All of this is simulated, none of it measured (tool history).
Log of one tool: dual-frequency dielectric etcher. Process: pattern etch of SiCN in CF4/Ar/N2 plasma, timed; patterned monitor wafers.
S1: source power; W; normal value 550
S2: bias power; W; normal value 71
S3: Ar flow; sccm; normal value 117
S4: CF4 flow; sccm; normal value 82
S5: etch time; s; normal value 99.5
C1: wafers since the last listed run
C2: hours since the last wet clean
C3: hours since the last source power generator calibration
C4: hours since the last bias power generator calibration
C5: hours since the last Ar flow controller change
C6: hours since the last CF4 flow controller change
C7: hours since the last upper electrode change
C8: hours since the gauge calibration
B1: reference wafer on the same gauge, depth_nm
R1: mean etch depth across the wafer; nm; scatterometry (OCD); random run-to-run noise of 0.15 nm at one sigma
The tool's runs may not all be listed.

run     day   S1  S2   S3  S4    S5   C1     C2      C3      C4      C5      C6      C7     C8  B1     R1
  1       0  550  81  117  82  99.5    0  388.1  3028.1  3549.2    5414  5750.1  3282.8    403  83  103.7
      0.546  -- wet clean of the chamber
      0.633  -- gauge calibrated
  2   2.767  550  71  117  82  80.5  438   53.3  3094.5  3615.6  5480.4  5816.5  3349.2   51.2  83   77.7
  3   5.121  550  71  117  82  80.5  464  109.8    3151  3672.1  5536.9    5873  3405.7  107.7  83   77.6
  4     7.4  550  71  117  82  80.5  450  164.5  3205.7  3726.8  5591.6  5927.7  3460.4  162.4  83   77.8
  5   9.283  550  71  107  82   122  371  209.7  3250.9    3772  5636.8  5972.9  3505.6  207.6  83  120.1
  6  11.062  550  71  117  82  99.5  351  252.4  3293.6  3814.7  5679.5  6015.6  3548.3  250.3  83   96.6
  7  12.892  550  71  117  73  99.5  361  296.3  3337.5  3858.6  5723.4  6059.5  3592.2  294.2  83   95.4
     14.496  -- wet clean of the chamber
     14.567  -- CF4 flow controller replaced
  8  15.508  550  71  117  82  99.5  304   24.3  3400.3  3921.4  5786.2    22.6    3655    357  83   95.7
     18.521  -- gauge calibrated
     19.746  -- source power generator calibrated
     20.621  -- Ar flow controller replaced
  9  20.642  550  71  137  75  99.5  931  147.5    21.5  4044.6     0.5   145.8  3778.2   50.9  83   94.3
     22.083  -- upper electrode replaced
 10  23.454  550  71  117  73    77  357    215      89  4112.1      68   213.3    32.9  118.4  83   74.9
 11  25.167  550  82   91  74   117  338  256.1   130.1  4153.2   109.1   254.4      74  159.5  83  129.2
     26.717  -- bias power generator calibrated
 12  27.175  510  71   88  82  99.5  363  304.3   178.3      11   157.3   302.6   122.2  207.7  83  100.3
     30.433  -- wet clean of the chamber
 13  30.454  420  71  117  82  99.5  450    0.5     257    89.7     236   381.3   200.9  286.4  83   86.3
 14  33.129  550  71  107  82   122  528   64.7   321.2   153.9   300.2   445.5   265.1  350.6  83  121.7
 15  34.338  550  71  117  82  99.5  238   93.7   350.2   182.9   329.2   474.5   294.1  379.6  83   97.6

For some of the steps in R1 from one run to the next: how much would appear even if the tool had no hidden state, given the settings, what came in and random variation, and how much remains for the hidden state plus any gauge scatter that the measured result and the result without hidden state don't share?
Hidden conditions of the tool in this case: etch rate over this chamber's usual, %; source power that arrives over what is set, %; bias power that arrives over what is set, %; Ar flow that arrives over what is set, %; CF4 flow that arrives over what is set, %; gauge reads high (%).
Run 8 -> 9: S3 117 -> 137, S4 82 -> 75, gauge calibrated, source power generator calibrated, Ar flow controller replaced. R1 -1.4 nm: hidden state +2.5, all else -3.9.
Run 10 -> 11: S2 71 -> 82, S3 117 -> 91, S4 73 -> 74, S5 77 -> 117. R1 +54.3 nm: hidden state +0.3, all else +54.

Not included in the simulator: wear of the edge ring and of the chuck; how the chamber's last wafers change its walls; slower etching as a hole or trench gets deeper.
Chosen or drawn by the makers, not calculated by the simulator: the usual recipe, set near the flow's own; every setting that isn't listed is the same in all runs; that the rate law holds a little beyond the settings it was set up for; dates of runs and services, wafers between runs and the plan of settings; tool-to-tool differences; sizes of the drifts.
